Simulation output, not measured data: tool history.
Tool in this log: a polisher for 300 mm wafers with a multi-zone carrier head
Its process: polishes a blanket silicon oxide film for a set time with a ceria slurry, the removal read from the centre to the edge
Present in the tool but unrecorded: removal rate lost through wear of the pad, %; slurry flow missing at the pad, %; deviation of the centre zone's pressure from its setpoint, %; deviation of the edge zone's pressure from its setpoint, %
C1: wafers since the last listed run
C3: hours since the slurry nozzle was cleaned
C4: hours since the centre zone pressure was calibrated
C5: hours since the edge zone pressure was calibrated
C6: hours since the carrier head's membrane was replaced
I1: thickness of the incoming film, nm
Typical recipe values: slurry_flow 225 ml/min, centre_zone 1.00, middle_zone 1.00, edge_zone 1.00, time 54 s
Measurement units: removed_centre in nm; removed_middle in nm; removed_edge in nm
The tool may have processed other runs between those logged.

Run 1, day 0.000: usual settings; C1 0; wafers polished on this pad 188; C3 361.6; C4 254.4; C5 292.4; C6 1226.5; I1 1644.8. Result: removed_centre 248.6 nm, removed_middle 251.7 nm, removed_edge 258.9 nm.
At day 1.058: slurry nozzle cleaned.
Run 2, day 1.396: usual settings; C1 223; wafers polished on this pad 412; C3 8.1; C4 287.9; C5 325.9; C6 1260.0; I1 1637.9. Result: removed_centre 248.1 nm, removed_middle 255.8 nm, removed_edge 256.6 nm.
Run 3, day 2.354: usual settings but middle_zone 0.93; C1 158; wafers polished on this pad 570; C3 31.1; C4 310.9; C5 348.9; C6 1283.0; I1 1616.7. Result: removed_centre 251.7 nm, removed_middle 243.4 nm, removed_edge 263.0 nm.
At day 2.683: edge zone pressure recalibrated.
At day 4.158: worn pad replaced by a new one.
Run 4, day 6.158: usual settings but middle_zone 0.93; C1 587; wafers polished on this pad 330; C3 122.4; C4 402.2; C5 83.4; C6 1374.3; I1 1663.6. Result: removed_centre 246.5 nm, removed_middle 233.7 nm, removed_edge 261.4 nm.
Run 5, day 7.158: usual settings; C1 165; wafers polished on this pad 495; C3 146.4; C4 426.2; C5 107.4; C6 1398.3; I1 1636.3. Result: removed_centre 240.9 nm, removed_middle 258.6 nm, removed_edge 260.5 nm.
Run 6, day 8.212: usual settings; C1 174; wafers polished on this pad 670; C3 171.7; C4 451.5; C5 132.7; C6 1423.6; I1 1626.4. Result: removed_centre 239.7 nm, removed_middle 256.5 nm, removed_edge 259.7 nm.
At day 9.250: worn pad replaced by a new one, of another model than before.
Run 7, day 9.521: usual settings; C1 188; wafers polished on this pad 44; C3 203.1; C4 482.9; C5 164.1; C6 1455.0; I1 1638.4. Result: removed_centre 244.2 nm, removed_middle 262.6 nm, removed_edge 255.6 nm.
Run 8, day 10.108: usual settings; C1 97; wafers polished on this pad 141; C3 217.2; C4 497.0; C5 178.2; C6 1469.1; I1 1597.2. Result: removed_centre 239.2 nm, removed_middle 256.4 nm, removed_edge 258.1 nm.
At day 12.196: centre zone pressure recalibrated.
Run 9, day 13.092: usual settings; C1 479; wafers polished on this pad 621; C3 288.8; C4 21.5; C5 249.8; C6 1540.7; I1 1663.3. Result: removed_centre 252.9 nm, removed_middle 254.5 nm, removed_edge 259.9 nm.
At day 14.183: slurry nozzle cleaned.
Run 10, day 14.204: usual settings but time 44 s; C1 177; wafers polished on this pad 798; C3 0.5; C4 48.2; C5 276.5; C6 1567.4; I1 1637.7. Result: removed_centre 206.2 nm, removed_middle 213.0 nm, removed_edge 210.0 nm.
At day 14.483: carrier head's membrane replaced by a new one.
At day 14.675: worn pad replaced by a new one.
Run 11, day 15.508: usual settings but edge_zone 1.06, time 44 s; C1 153; wafers polished on this pad 138; C3 31.8; C4 79.5; C5 307.8; C6 24.6; I1 1647.0. Result: removed_centre 209.1 nm, removed_middle 205.5 nm, removed_edge 216.9 nm.
Run 12, day 16.058: usual settings; C1 90; wafers polished on this pad 229; C3 45.0; C4 92.7; C5 321.0; C6 37.8; I1 1646.3. Result: removed_centre 257.6 nm, removed_middle 251.6 nm, removed_edge 259.2 nm.
Run 13, day 17.017: usual settings but slurry_flow 190 ml/min, middle_zone 0.90, edge_zone 1.08; C1 158; wafers polished on this pad 387; C3 68.0; C4 115.7; C5 344.0; C6 60.8; I1 1628.9. Result: removed_centre 244.8 nm, removed_middle 230.9 nm, removed_edge 265.3 nm.
At day 17.833: edge zone pressure recalibrated.
Run 14, day 17.854: usual settings but middle_zone 0.93; C1 124; wafers polished on this pad 512; C3 88.1; C4 135.8; C5 0.5; C6 80.9; I1 1655.0. Result: removed_centre 249.5 nm, removed_middle 239.7 nm, removed_edge 261.0 nm.
Run 15, day 19.258: usual settings but slurry_flow 260 ml/min, middle_zone 0.91, time 73 s; C1 232; wafers polished on this pad 744; C3 121.8; C4 169.5; C5 34.2; C6 114.6; I1 1634.2. Result: removed_centre 352.3 nm, removed_middle 326.5 nm, removed_edge 353.7 nm.
At day 20.188: worn pad replaced by a new one.
Run 16, day 20.242: usual settings but slurry_flow 155 ml/min, edge_zone 1.04; C1 135; wafers polished on this pad 8; C3 145.4; C4 193.1; C5 57.8; C6 138.2; I1 1610.8. Result: removed_centre 237.9 nm, removed_middle 237.9 nm, removed_edge 255.0 nm.
Run 17, day 21.221: usual settings but time 69 s; C1 161; wafers polished on this pad 170; C3 168.9; C4 216.6; C5 81.3; C6 161.7; I1 1655.2. Result: removed_centre 315.9 nm, removed_middle 322.9 nm, removed_edge 330.6 nm.
Run 18, day 22.000: usual settings; C1 128; wafers polished on this pad 299; C3 187.6; C4 235.3; C5 100.0; C6 180.4; I1 1620.4. Result: removed_centre 250.6 nm, removed_middle 253.5 nm, removed_edge 255.0 nm.
Run 19, day 23.146: usual settings but middle_zone 0.90; C1 189; wafers polished on this pad 488; C3 215.1; C4 262.8; C5 127.5; C6 207.9; I1 1620.6. Result: removed_centre 243.5 nm, removed_middle 239.6 nm, removed_edge 252.7 nm.
At day 25.421: worn pad replaced by a new one.
Run 20, day 27.267: usual settings but centre_zone 0.88, edge_zone 1.08; C1 653; wafers polished on this pad 304; C3 314.0; C4 361.7; C5 226.4; C6 306.8; I1 1645.3. Result: removed_centre 210.5 nm, removed_middle 259.0 nm, removed_edge 269.2 nm.

Predict each of these 5 candidate next runs independently; none follows another, all start after run 20:
Run A, day 27.283: usual settings but time 35 s; C1 2; wafers polished on this pad 307; C3 314.4; C4 362.1; C5 226.8; C6 307.2; I1 1614.8. Result: removed_centre ?, removed_middle ?, removed_edge ?.
Run B, day 27.283: usual settings but slurry_flow 250 ml/min, centre_zone 1.04, time 73 s; C1 2; wafers polished on this pad 307; C3 314.4; C4 362.1; C5 226.8; C6 307.2; I1 1614.8. Result: removed_centre ?, removed_middle ?, removed_edge ?.
Run C, day 27.283: usual settings but slurry_flow 260 ml/min, centre_zone 1.10, middle_zone 1.04, time 47 s; C1 2; wafers polished on this pad 307; C3 314.4; C4 362.1; C5 226.8; C6 307.2; I1 1614.8. Result: removed_centre ?, removed_middle ?, removed_edge ?.
Run D, day 27.283: usual settings but time 72 s; C1 2; wafers polished on this pad 307; C3 314.4; C4 362.1; C5 226.8; C6 307.2; I1 1614.8. Result: removed_centre ?, removed_middle ?, removed_edge ?.
Run E, day 27.283: usual settings but slurry_flow 155 ml/min; C1 2; wafers polished on this pad 307; C3 314.4; C4 362.1; C5 226.8; C6 307.2; I1 1614.8. Result: removed_centre ?, removed_middle ?, removed_edge ?.

run  removed_centre  removed_middle  removed_edge
  A           156.5           167.2         167.7
  B           343.9           352.7         352.7
  C           235.5           235.6         227.7
  D           321.9           344.0         345.0
  E           228.9           246.1         249.9
Without the tool's unlogged condition, the same runs would have read:
run  removed_centre  removed_middle  removed_edge
  A           166.5           167.2         167.7
  B           365.9           352.5         352.7
  C           250.4           235.5         227.7
  D           342.5           343.9         345.0
  E           243.6           246.0         249.9
